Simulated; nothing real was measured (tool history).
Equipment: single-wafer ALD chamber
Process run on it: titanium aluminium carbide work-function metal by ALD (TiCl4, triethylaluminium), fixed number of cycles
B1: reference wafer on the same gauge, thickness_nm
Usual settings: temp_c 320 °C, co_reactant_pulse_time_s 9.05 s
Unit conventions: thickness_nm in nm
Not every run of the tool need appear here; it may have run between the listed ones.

{"run": 1, "day": 0.0, "temp_c": 320, "co_reactant_pulse_time_s": 7.86, "B1": 1.871, "thickness_nm": 1.971}
{"day": 1.758, "done": "gauge calibrated"}
{"run": 2, "day": 2.708, "temp_c": 320, "co_reactant_pulse_time_s": 7.86, "B1": 1.867, "thickness_nm": 1.983}
{"run": 3, "day": 5.475, "temp_c": 320, "co_reactant_pulse_time_s": 7.86, "B1": 1.871, "thickness_nm": 1.997}
{"run": 4, "day": 7.067, "temp_c": 320, "co_reactant_pulse_time_s": 9.05, "B1": 1.866, "thickness_nm": 2.051}
{"run": 5, "day": 8.762, "temp_c": 320, "co_reactant_pulse_time_s": 9.05, "B1": 1.872, "thickness_nm": 2.04}
{"run": 6, "day": 10.371, "temp_c": 320, "co_reactant_pulse_time_s": 9.05, "B1": 1.875, "thickness_nm": 2.03}
{"run": 7, "day": 14.617, "temp_c": 320, "co_reactant_pulse_time_s": 9.05, "B1": 1.865, "thickness_nm": 2.027}
{"run": 8, "day": 16.438, "temp_c": 320, "co_reactant_pulse_time_s": 7.87, "B1": 1.869, "thickness_nm": 2.012}
{"run": 9, "day": 18.771, "temp_c": 320, "co_reactant_pulse_time_s": 7.87, "B1": 1.872, "thickness_nm": 1.994}
{"run": 10, "day": 20.996, "temp_c": 323, "co_reactant_pulse_time_s": 9.05, "B1": 1.871, "thickness_nm": 2.067}
{"run": 11, "day": 23.229, "temp_c": 325, "co_reactant_pulse_time_s": 9.05, "B1": 1.873, "thickness_nm": 2.109}
{"run": 12, "day": 26.033, "temp_c": 325, "co_reactant_pulse_time_s": 9.05, "B1": 1.869, "thickness_nm": 2.094}
{"run": 13, "day": 28.933, "temp_c": 320, "co_reactant_pulse_time_s": 9.05, "B1": 1.872, "thickness_nm": 2.057}
{"day": 29.433, "done": "showerhead replaced"}
{"run": 14, "day": 30.65, "temp_c": 320, "co_reactant_pulse_time_s": 9.05, "B1": 1.87, "thickness_nm": 2.055}
{"run": 15, "day": 33.6, "temp_c": 320, "co_reactant_pulse_time_s": 9.05, "B1": 1.867, "thickness_nm": 2.063}
{"run": 16, "day": 35.533, "temp_c": 306, "co_reactant_pulse_time_s": 10.86, "B1": 1.869, "thickness_nm": 1.964}
{"run": 17, "day": 37.821, "temp_c": 320, "co_reactant_pulse_time_s": 9.05, "B1": 1.868, "thickness_nm": 2.062}
{"run": 18, "day": 40.217, "temp_c": 320, "co_reactant_pulse_time_s": 9.05, "B1": 1.87, "thickness_nm": 2.05}
{"run": 19, "day": 43.171, "temp_c": 309, "co_reactant_pulse_time_s": 5.79, "B1": 1.868, "thickness_nm": 1.781}
{"day": 44.508, "done": "thermocouple changed; heater temperature recalibrated"}
{"run": 20, "day": 44.704, "temp_c": 320, "co_reactant_pulse_time_s": 9.05, "B1": 1.871, "thickness_nm": 2.025}
{"run": 21, "day": 45.746, "temp_c": 320, "co_reactant_pulse_time_s": 9.05, "B1": 1.868, "thickness_nm": 2.018}
{"run": 22, "day": 47.25, "temp_c": 329, "co_reactant_pulse_time_s": 5.49, "B1": 1.87, "thickness_nm": 1.897}
{"run": 23, "day": 48.454, "temp_c": 325, "co_reactant_pulse_time_s": 6.54, "B1": 1.87, "thickness_nm": 1.958}
{"day": 48.812, "done": "triethylaluminium bottle replaced"}
{"run": 24, "day": 50.471, "temp_c": 313, "co_reactant_pulse_time_s": 10.81, "B1": 1.869, "thickness_nm": 2.02}
{"day": 51.333, "done": "gauge calibrated"}
{"run": 25, "day": 58.725, "temp_c": 311, "co_reactant_pulse_time_s": 10.23, "B1": 1.873, "thickness_nm": 2.009}
{"run": 26, "day": 61.408, "temp_c": 307, "co_reactant_pulse_time_s": 9.05, "B1": 1.872, "thickness_nm": 1.925}
{"run": 27, "day": 63.342, "temp_c": 310, "co_reactant_pulse_time_s": 11.06, "B1": 1.873, "thickness_nm": 2.005}
{"run": 28, "day": 65.883, "temp_c": 328, "co_reactant_pulse_time_s": 9.05, "B1": 1.871, "thickness_nm": 2.132}
{"run": 29, "day": 67.404, "temp_c": 325, "co_reactant_pulse_time_s": 9.05, "B1": 1.867, "thickness_nm": 2.101}
{"run": 30, "day": 70.162, "temp_c": 320, "co_reactant_pulse_time_s": 7.61, "B1": 1.871, "thickness_nm": 2.002}
{"run": 31, "day": 72.521, "temp_c": 325, "co_reactant_pulse_time_s": 7.15, "B1": 1.871, "thickness_nm": 2.03}

Hidden state or all else? Some run-to-run changes of thickness_nm, split into what the settings, what came in and random variation would give without the hidden state, and what is left for the hidden state (with any gauge scatter that isn't in both results):
Hidden state at play: wafer temperature above the value expected at the setpoint (K); triethylaluminium dose above that of a fresh bottle (%); gauge reads high (%).
Run 1 -> 2: gauge calibrated. thickness_nm +0.012 nm: hidden state +0.006, all else +0.006.
Run 18 -> 19: temp_c 320 -> 309, co_reactant_pulse_time_s 9.05 -> 5.79. thickness_nm -0.269 nm: hidden state -0.003, all else -0.266.
Run 19 -> 20: temp_c 309 -> 320, co_reactant_pulse_time_s 5.79 -> 9.05, thermocouple changed; heater temperature recalibrated. thickness_nm +0.244 nm: hidden state -0.038, all else +0.282.
Run 24 -> 25: temp_c 313 -> 311, co_reactant_pulse_time_s 10.81 -> 10.23, gauge calibrated. thickness_nm -0.011 nm: hidden state +0.016, all else -0.027.
Run 27 -> 28: temp_c 310 -> 328, co_reactant_pulse_time_s 11.06 -> 9.05. thickness_nm +0.127 nm: hidden state +0.002, all else +0.125.
